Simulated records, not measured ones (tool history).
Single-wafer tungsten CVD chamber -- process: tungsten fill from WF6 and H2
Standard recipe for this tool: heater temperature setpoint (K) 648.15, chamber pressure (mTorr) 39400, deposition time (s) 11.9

run	day	heater temperature setpoint (K)	chamber pressure (mTorr)	deposition time (s)	wafers since the last listed run	hours since the last thermocouple change	hours since the last manometer calibration	hours since the showerhead was replaced	hours since the gauge calibration	read-back reference wafer on the same gauge, thickness_nm	mean film thickness on the monitor wafer (nm)
1	0.000	648.15	35600	10.3	0	2655.6	1840.2	6674.1	262.6	20.977	22.737
2	3.396	648.15	35600	10.3	3221	2737.1	1921.7	6755.6	344.1	20.979	23.005
3	4.696	648.15	39400	11.3	1233	2768.3	1952.9	6786.8	375.3	20.963	25.864
4	5.546	648.15	39400	11.9	806	2788.7	1973.3	6807.2	395.7	20.983	27.238
5	6.942	648.15	36600	11.9	1324	2822.2	2006.8	6840.7	429.2	20.957	26.862
6	7.925	648.15	36600	11.9	932	2845.8	2030.4	6864.3	452.8	21.004	27.052
7	9.396	648.15	36600	11.9	1395	2881.1	2065.7	6899.6	488.1	21.017	26.774
8	10.292	648.15	39400	11.9	849	2902.6	2087.2	6921.1	509.6	20.973	27.595
9	10.850	639.15	39400	11.9	529	2916.0	2100.6	6934.5	523.0	20.989	22.342
# day 11.550: showerhead replaced
# day 11.975: gauge calibrated
10	12.121	639.15	39400	11.9	889	2946.5	2131.1	13.7	3.5	20.968	22.117
11	16.442	639.15	39400	11.9	4099	3050.2	2234.8	117.4	107.2	21.011	22.705
# day 18.088: capacitance manometer re-zeroed and calibrated
12	18.108	642.15	30200	13.5	1264	3090.2	0.5	157.4	147.2	21.004	25.935
13	18.404	648.15	39400	11.9	280	3097.3	7.6	164.5	154.3	20.954	27.719
14	19.175	639.15	45600	12.7	731	3115.8	26.1	183.0	172.8	20.965	25.012
15	20.088	635.15	44700	13.6	865	3137.7	48.0	204.9	194.7	20.971	23.973
# day 21.792: thermocouple changed; heater temperature recalibrated
16	21.812	648.15	39400	11.9	1320	0.5	89.4	246.3	236.1	21.005	23.899
17	22.842	654.15	39400	11.9	976	25.2	114.1	271.0	260.8	21.062	27.865
18	24.217	648.15	39400	11.0	1304	58.2	147.1	304.0	293.8	20.981	22.132
19	25.171	637.15	39400	10.5	905	81.1	170.0	326.9	316.7	20.979	16.174

What will run 20 give?
20	25.683	657.15	34200	14.2	486	93.4	182.3	339.2	329.0	?	?

{"run 20": {"read-back reference wafer on the same gauge, thickness_nm": 21.003, "mean film thickness on the monitor wafer (nm)": 34.327}}
On a tool with no hidden condition, and with the same random variation, this run would have come out at mean film thickness on the monitor wafer (nm) 34.135.

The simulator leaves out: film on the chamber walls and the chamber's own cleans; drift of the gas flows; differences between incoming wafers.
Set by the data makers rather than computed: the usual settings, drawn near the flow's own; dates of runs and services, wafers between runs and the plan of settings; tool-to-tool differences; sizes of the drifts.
